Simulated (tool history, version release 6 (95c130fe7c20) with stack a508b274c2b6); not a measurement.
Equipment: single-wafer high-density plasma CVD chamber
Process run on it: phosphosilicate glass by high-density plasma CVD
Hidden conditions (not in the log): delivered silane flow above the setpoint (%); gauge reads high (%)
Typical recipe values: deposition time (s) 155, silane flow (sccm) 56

| run | hour | deposition time (s) | silane flow (sccm) | wafers since the last listed run | hours since the silane flow controller was replaced | hours since the gauge calibration | read-back reference wafer on the same gauge, thickness_nm | mean film thickness on the monitor wafer (Å) |
|---|---|---|---|---|---|---|---|---|
| 1 | 0.0 | 170 | 56 | 0 | 1784.4 | 302.9 | 856.214 | 8514.95 |
| 2 | 13.6 | 170 | 56 | 101 | 1798.0 | 316.5 | 855.780 | 8468.91 |
| 3 | 29.0 | 170 | 56 | 114 | 1813.4 | 331.9 | 856.245 | 8478.42 |
| 4 | 46.9 | 155 | 56 | 133 | 1831.3 | 349.8 | 856.228 | 7686.28 |
| 5 | 63.4 | 155 | 56 | 122 | 1847.8 | 366.3 | 855.865 | 7728.05 |
| 6 | 78.5 | 155 | 56 | 112 | 1862.9 | 381.4 | 856.091 | 7726.08 |
| 7 | 86.6 | 155 | 60 | 60 | 1871.0 | 389.5 | 856.168 | 8321.73 |
| 8 | 103.2 | 155 | 56 | 123 | 1887.6 | 406.1 | 856.097 | 7742.42 |
| 9 | 119.8 | 155 | 56 | 123 | 1904.2 | 422.7 | 855.940 | 7713.60 |
| 10 | 131.9 | 155 | 56 | 90 | 1916.3 | 434.8 | 856.092 | 7699.66 |
| 11 | 143.8 | 155 | 56 | 88 | 1928.2 | 446.7 | 855.536 | 7699.25 |
| 12 | 189.6 | 155 | 56 | 340 | 1974.0 | 492.5 | 855.858 | 7708.44 |
| 13 | 202.1 | 155 | 65 | 93 | 1986.5 | 505.0 | 855.915 | 8929.87 |
| 14 | 220.0 | 155 | 65 | 133 | 2004.4 | 522.9 | 855.813 | 8923.62 |
| 15 | 238.0 | 155 | 51 | 134 | 2022.4 | 540.9 | 855.756 | 6981.91 |
| 16 | 248.4 | 171 | 56 | 77 | 2032.8 | 551.3 | 855.651 | 8501.14 |
| 17 | 258.2 | 171 | 56 | 72 | 2042.6 | 561.1 | 855.945 | 8428.65 |
| 18 | 270.5 | 155 | 48 | 91 | 2054.9 | 573.4 | 856.461 | 6583.54 |
| 19 | 284.2 | 155 | 50 | 101 | 2068.6 | 587.1 | 855.930 | 6833.66 |
| 20 | 296.9 | 155 | 50 | 94 | 2081.3 | 599.8 | 855.767 | 6877.55 |
| 21 | 309.1 | 138 | 46 | 90 | 2093.5 | 612.0 | 856.460 | 5605.40 |
| 22 | 318.7 | 170 | 52 | 71 | 2103.1 | 621.6 | 855.828 | 7785.92 |
|  | 368.2 | gauge calibrated |
| 23 | 370.5 | 167 | 47 | 385 | 2154.9 | 2.3 | 856.083 | 6910.98 |
| 24 | 377.6 | 125 | 52 | 52 | 2162.0 | 9.4 | 855.586 | 5712.30 |
| 25 | 385.8 | 165 | 50 | 61 | 2170.2 | 17.6 | 856.021 | 7264.48 |
| 26 | 399.3 | 155 | 56 | 100 | 2183.7 | 31.1 | 855.920 | 7635.01 |
| 27 | 413.1 | 155 | 56 | 102 | 2197.5 | 44.9 | 856.093 | 7621.96 |
| 28 | 422.6 | 155 | 56 | 70 | 2207.0 | 54.4 | 855.911 | 7618.97 |
| 29 | 457.7 | 146 | 63 | 261 | 2242.1 | 89.5 | 855.863 | 8034.06 |
| 30 | 465.1 | 155 | 56 | 55 | 2249.5 | 96.9 | 856.125 | 7616.02 |
|  | 482.6 | silane flow controller replaced |
| 31 | 483.1 | 164 | 56 | 74 | 0.5 | 114.9 | 856.230 | 8445.01 |
| 32 | 492.6 | 142 | 47 | 70 | 10.0 | 124.4 | 855.832 | 6152.10 |
| 33 | 499.2 | 144 | 45 | 49 | 16.6 | 131.0 | 855.891 | 5948.28 |
| 34 | 510.9 | 136 | 64 | 87 | 28.3 | 142.7 | 855.475 | 8014.08 |
| 35 | 543.6 | 143 | 67 | 243 | 61.0 | 175.4 | 856.061 | 8812.98 |
| 36 | 551.1 | 155 | 56 | 55 | 68.5 | 182.9 | 856.132 | 7982.57 |
| 37 | 566.5 | 182 | 60 | 114 | 83.9 | 198.3 | 856.108 | 10031.32 |
| 38 | 577.9 | 182 | 60 | 84 | 95.3 | 209.7 | 855.978 | 10047.66 |
| 39 | 593.9 | 168 | 48 | 119 | 111.3 | 225.7 | 856.140 | 7432.58 |
| 40 | 607.8 | 155 | 56 | 103 | 125.2 | 239.6 | 855.976 | 8013.89 |

4 ways to go on from here, each from the tool as it stands after run 40. What would each give?
| A | 608.2 | 144 | 56 | 2 | 125.6 | 240.0 | ? | ? |
| B | 608.2 | 155 | 64 | 2 | 125.6 | 240.0 | ? | ? |
| C | 608.2 | 133 | 56 | 2 | 125.6 | 240.0 | ? | ? |
| D | 608.2 | 130 | 56 | 2 | 125.6 | 240.0 | ? | ? |

| run | read-back reference wafer on the same gauge, thickness_nm | mean film thickness on the monitor wafer (Å) |
|---|---|---|
| A | 856.084 | 7414.40 |
| B | 856.084 | 9120.89 |
| C | 856.084 | 6848.02 |
| D | 856.084 | 6693.55 |
The same runs, with their run-to-run variation unchanged, on a tool lacking any hidden condition would have given:
| run | mean film thickness on the monitor wafer (Å) |
|---|---|
| A | 7415.77 |
| B | 9122.57 |
| C | 6849.29 |
| D | 6694.79 |
